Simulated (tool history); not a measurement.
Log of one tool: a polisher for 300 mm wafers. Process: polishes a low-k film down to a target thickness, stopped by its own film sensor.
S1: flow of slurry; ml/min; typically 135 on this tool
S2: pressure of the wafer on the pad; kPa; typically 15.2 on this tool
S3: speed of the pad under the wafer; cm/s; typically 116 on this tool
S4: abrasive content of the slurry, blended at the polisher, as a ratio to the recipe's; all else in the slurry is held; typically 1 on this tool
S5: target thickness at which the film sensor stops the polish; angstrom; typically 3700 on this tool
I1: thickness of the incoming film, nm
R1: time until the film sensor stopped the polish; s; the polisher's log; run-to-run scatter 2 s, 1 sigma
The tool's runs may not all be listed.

run,hour,S1,S2,S3,S4,S5,I1,R1
1,0,135,15.2,116,1,3700,434.8,104.5
# hour 16: worn pad replaced by a new one
2,16.5,135,15.2,116,1,3700,435,102.6
3,29.7,135,15.2,116,1,3700,437.6,103.2
4,44.1,135,15.2,90,1,3700,441.7,143.9
5,56.5,135,15.2,90,1,3700,441.9,137.5
6,63.4,135,15.2,90,1,3700,440,131.1
7,73.3,135,15.2,116,1,3700,436.1,103.9
8,91.1,135,15.2,116,1,3700,440.7,112.7
9,103.7,135,15.2,116,1,3700,445.4,122.8
10,113.7,135,15.2,116,1,3700,439.7,113.9
11,125.9,135,12.4,116,1,3700,444.2,137.5
12,141.7,135,12.4,116,1,3700,446.5,142.4
13,159.5,135,15.2,116,1,3700,444.7,119.8
14,170.1,135,17.2,116,0.9,3700,447.2,116.6
# hour 175.5: slurry nozzle cleaned
15,183.7,135,15.2,116,1,3700,441.2,113.9
# hour 189.1: worn pad replaced by a new one
16,193.5,95,15.2,116,0.75,3570,436,152.2
# hour 204: head pressure recalibrated
# hour 211: conditioning disc replaced and pad reconditioned
17,211.5,135,15.2,150,0.8,3590,444.2,120.5
18,217.4,135,15.2,116,1,3940,443.2,79.2
# hour 224.4: slurry blender recalibrated
19,229.1,100,15.2,116,0.7,3700,438.1,130.2
20,241.9,135,10.3,86,1,3700,448.7,205.8
21,250.6,135,19.3,116,1.1,3700,444.2,96.3
22,265.9,135,15.2,98,1.15,3700,442.2,123.2
23,274.9,120,13.8,106,1,3840,433.7,93.7
24,292.5,150,15.2,116,1,3700,434.5,102.9
25,301.8,135,12.4,126,1,3700,443.8,133.8
26,315.7,135,15.2,116,1,3700,438.7,111.6

Alternative continuations, all from the tool just after run 26; predict every row:
A,316.2,135,15.2,116,1,3700,442.7,?
B,316.2,115,13.8,104,1,3700,442.7,?
C,316.2,135,15.2,144,1,3700,442.7,?
D,316.2,110,11.7,96,1.1,3700,442.7,?

run,R1
A,115.3
B,138.8
C,97
D,162.9
Without the tool's hidden state the same runs would have given:
run,R1
A,115.3
B,138.8
C,97
D,162.9

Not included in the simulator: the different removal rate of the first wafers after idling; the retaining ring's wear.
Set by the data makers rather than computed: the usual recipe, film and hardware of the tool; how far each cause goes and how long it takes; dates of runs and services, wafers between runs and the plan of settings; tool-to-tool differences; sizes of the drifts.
